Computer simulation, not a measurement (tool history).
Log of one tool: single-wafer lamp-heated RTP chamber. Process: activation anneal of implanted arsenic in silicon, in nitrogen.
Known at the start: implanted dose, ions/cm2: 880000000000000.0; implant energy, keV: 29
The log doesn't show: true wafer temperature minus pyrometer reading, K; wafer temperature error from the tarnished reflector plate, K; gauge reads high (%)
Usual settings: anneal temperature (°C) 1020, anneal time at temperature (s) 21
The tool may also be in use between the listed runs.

run,hour,anneal temperature (°C),anneal time at temperature (s),wafers since the last listed run,wafers since the last pyrometer calibration,wafers since the reflector plate was cleaned,hours since the gauge calibration,"read-back reference wafer on the same gauge, sheet resistance",sheet resistance of the implanted and annealed layer (ohm/square)
1,0,1027,21,0,539,11612,130.8,106.95,124.45
2,8.2,1020,21,135,674,11747,139,107.03,125.56
3,19.7,1020,21,189,863,11937,150.5,106.92,124.85
4,35.3,1020,21,257,1121,12194,166.1,107.05,124.83
5,52.9,1001,21,290,1411,12484,183.7,106.91,126.15
6,59,1001,21,100,1512,12585,189.8,106.98,126.31
7,75.7,1020,12,275,1787,12860,206.5,106.95,127.66
8,88,1020,12,202,1990,13063,218.8,107.04,127.62
# hour 103.8: gauge calibrated
# hour 121.7: reflector plate cleaned
9,132.8,1020,21,607,2597,182,29,106.97,124.35
10,144.6,1020,21,194,2792,377,40.8,106.97,124.5
11,160.7,1020,27,265,3057,643,56.9,106.9,123.45
12,177.4,1031,21,275,3333,918,73.6,107.02,123.05
13,184.5,1031,21,117,3450,1035,80.7,106.93,123.23
14,195.3,1028,24,178,3628,1213,91.5,106.91,122.98
15,205.3,1005,15,164,3793,1378,101.5,107,127.61

Forecast run 16:
16,218.3,1047,21,214,4008,1593,114.5,?,?

{"run 16": {"read-back reference wafer on the same gauge, sheet resistance": 106.92, "sheet resistance of the implanted and annealed layer (ohm/square)": 120.88}}
Without the tool's hidden state the same run would have given sheet resistance of the implanted and annealed layer (ohm/square) 122.46.
